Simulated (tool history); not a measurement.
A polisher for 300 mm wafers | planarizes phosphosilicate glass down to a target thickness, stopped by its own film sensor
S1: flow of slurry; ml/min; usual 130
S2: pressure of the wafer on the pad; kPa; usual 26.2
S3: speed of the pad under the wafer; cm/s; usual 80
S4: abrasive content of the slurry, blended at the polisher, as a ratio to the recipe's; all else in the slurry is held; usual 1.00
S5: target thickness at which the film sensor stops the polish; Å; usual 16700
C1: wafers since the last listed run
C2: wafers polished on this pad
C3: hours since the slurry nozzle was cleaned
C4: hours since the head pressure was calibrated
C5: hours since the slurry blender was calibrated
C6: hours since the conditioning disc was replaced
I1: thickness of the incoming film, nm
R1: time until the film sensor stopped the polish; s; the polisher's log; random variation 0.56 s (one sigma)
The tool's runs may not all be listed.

| run | day | S1 | S2 | S3 | S4 | S5 | C1 | C2 | C3 | C4 | C5 | C6 | I1 | R1 |
|---|---|---|---|---|---|---|---|---|---|---|---|---|---|---|
| 1 | 0.000 | 130 | 26.2 | 80 | 1.00 | 16700 | 0 | 612 | 196.4 | 1145.2 | 139.1 | 91.3 | 2207.0 | 74.4 |
| 2 | 1.054 | 130 | 26.2 | 80 | 1.00 | 16700 | 247 | 860 | 221.7 | 1170.5 | 164.4 | 116.6 | 2203.4 | 74.8 |
| 3 | 1.562 | 130 | 26.2 | 80 | 1.25 | 16700 | 119 | 979 | 233.9 | 1182.7 | 176.6 | 128.8 | 2202.4 | 70.6 |
|  | 1.812 | worn pad replaced by a new one |
| 4 | 2.654 | 130 | 26.2 | 80 | 1.25 | 16700 | 216 | 197 | 260.1 | 1208.9 | 202.8 | 155.0 | 2232.1 | 73.0 |
| 5 | 3.433 | 130 | 26.2 | 80 | 1.25 | 16700 | 182 | 380 | 278.8 | 1227.6 | 221.5 | 173.7 | 2207.9 | 70.3 |
|  | 4.612 | conditioning disc replaced and pad reconditioned |
| 6 | 4.650 | 130 | 26.2 | 80 | 1.00 | 16700 | 265 | 645 | 308.0 | 1256.8 | 250.7 | 0.9 | 2219.9 | 77.0 |
| 7 | 5.417 | 130 | 26.2 | 80 | 1.00 | 16700 | 179 | 825 | 326.4 | 1275.2 | 269.1 | 19.3 | 2197.7 | 73.6 |
| 8 | 6.067 | 130 | 26.2 | 80 | 1.00 | 16700 | 152 | 977 | 342.0 | 1290.8 | 284.7 | 34.9 | 2187.3 | 73.0 |
| 9 | 6.721 | 130 | 26.2 | 80 | 1.00 | 15990 | 153 | 1131 | 357.7 | 1306.5 | 300.4 | 50.6 | 2184.2 | 84.0 |
|  | 7.596 | worn pad replaced by a new one |
|  | 7.733 | head pressure recalibrated |
| 10 | 8.125 | 130 | 26.2 | 80 | 1.00 | 15990 | 270 | 104 | 391.4 | 9.4 | 334.1 | 84.3 | 2192.5 | 73.4 |
| 11 | 9.200 | 130 | 26.2 | 80 | 1.00 | 16700 | 252 | 356 | 417.2 | 35.2 | 359.9 | 110.1 | 2217.4 | 67.6 |
| 12 | 10.325 | 130 | 26.2 | 80 | 1.00 | 16700 | 263 | 619 | 444.2 | 62.2 | 386.9 | 137.1 | 2250.6 | 73.3 |
| 13 | 11.675 | 130 | 26.2 | 94 | 1.00 | 16700 | 316 | 936 | 476.6 | 94.6 | 419.3 | 169.5 | 2213.0 | 60.5 |
|  | 11.846 | conditioning disc replaced and pad reconditioned |
|  | 12.025 | worn pad replaced by a new one |
| 14 | 12.667 | 130 | 26.2 | 80 | 1.00 | 16700 | 173 | 150 | 500.4 | 118.4 | 443.1 | 19.7 | 2203.5 | 66.8 |
| 15 | 13.771 | 130 | 26.2 | 80 | 1.00 | 16700 | 258 | 408 | 526.9 | 144.9 | 469.6 | 46.2 | 2204.1 | 68.8 |
| 16 | 14.888 | 130 | 26.2 | 80 | 0.85 | 16700 | 261 | 670 | 553.7 | 171.7 | 496.4 | 73.0 | 2261.3 | 79.6 |
| 17 | 15.729 | 130 | 26.2 | 80 | 1.00 | 16700 | 197 | 868 | 573.9 | 191.9 | 516.6 | 93.2 | 2239.2 | 75.6 |
|  | 16.779 | slurry blender recalibrated |
| 18 | 17.150 | 130 | 26.2 | 80 | 1.00 | 16700 | 313 | 1181 | 608.0 | 226.0 | 8.9 | 127.3 | 2178.5 | 67.9 |
|  | 17.258 | slurry nozzle cleaned |
|  | 17.904 | worn pad replaced by a new one |
| 19 | 18.138 | 160 | 33.8 | 80 | 0.85 | 17510 | 182 | 55 | 21.1 | 249.7 | 32.6 | 151.0 | 2241.2 | 51.4 |
| 20 | 18.796 | 130 | 18.6 | 104 | 1.00 | 16090 | 154 | 209 | 36.9 | 265.5 | 48.4 | 166.8 | 2209.9 | 84.0 |
| 21 | 19.821 | 100 | 29.6 | 80 | 0.80 | 16700 | 240 | 449 | 61.5 | 290.1 | 73.0 | 191.4 | 2228.2 | 74.9 |
|  | 19.946 | conditioning disc replaced and pad reconditioned |
| 22 | 20.579 | 130 | 26.2 | 70 | 1.25 | 16700 | 158 | 607 | 79.7 | 308.3 | 91.2 | 15.2 | 2222.4 | 76.2 |
| 23 | 21.983 | 130 | 26.2 | 56 | 1.20 | 16700 | 329 | 937 | 113.4 | 342.0 | 124.9 | 48.9 | 2198.2 | 88.5 |
|  | 22.492 | worn pad replaced by a new one |
| 24 | 23.183 | 130 | 29.0 | 80 | 1.00 | 16700 | 242 | 161 | 142.2 | 370.8 | 153.7 | 77.7 | 2221.0 | 67.3 |
| 25 | 24.121 | 160 | 26.2 | 80 | 1.00 | 17270 | 219 | 381 | 164.7 | 393.3 | 176.2 | 100.2 | 2260.2 | 67.7 |
| 26 | 25.125 | 130 | 26.2 | 80 | 1.00 | 16700 | 235 | 616 | 188.8 | 417.4 | 200.3 | 124.3 | 2212.4 | 72.1 |

3 ways to go on from here, each from the tool as it stands after run 26. What would each give?
| A | 25.142 | 130 | 26.2 | 80 | 1.00 | 15240 | 3 | 620 | 189.2 | 417.8 | 200.7 | 124.7 | 2172.2 | ? |
| B | 25.142 | 145 | 29.0 | 68 | 1.00 | 17320 | 3 | 620 | 189.2 | 417.8 | 200.7 | 124.7 | 2172.2 | ? |
| C | 25.142 | 110 | 26.2 | 80 | 1.00 | 16700 | 3 | 620 | 189.2 | 417.8 | 200.7 | 124.7 | 2172.2 | ? |

| run | R1 |
|---|---|
| A | 86.3 |
| B | 59.8 |
| C | 69.6 |
Without the tool's hidden state the same runs would have given:
| run | R1 |
|---|---|
| A | 78.5 |
| B | 54.4 |
| C | 63.3 |
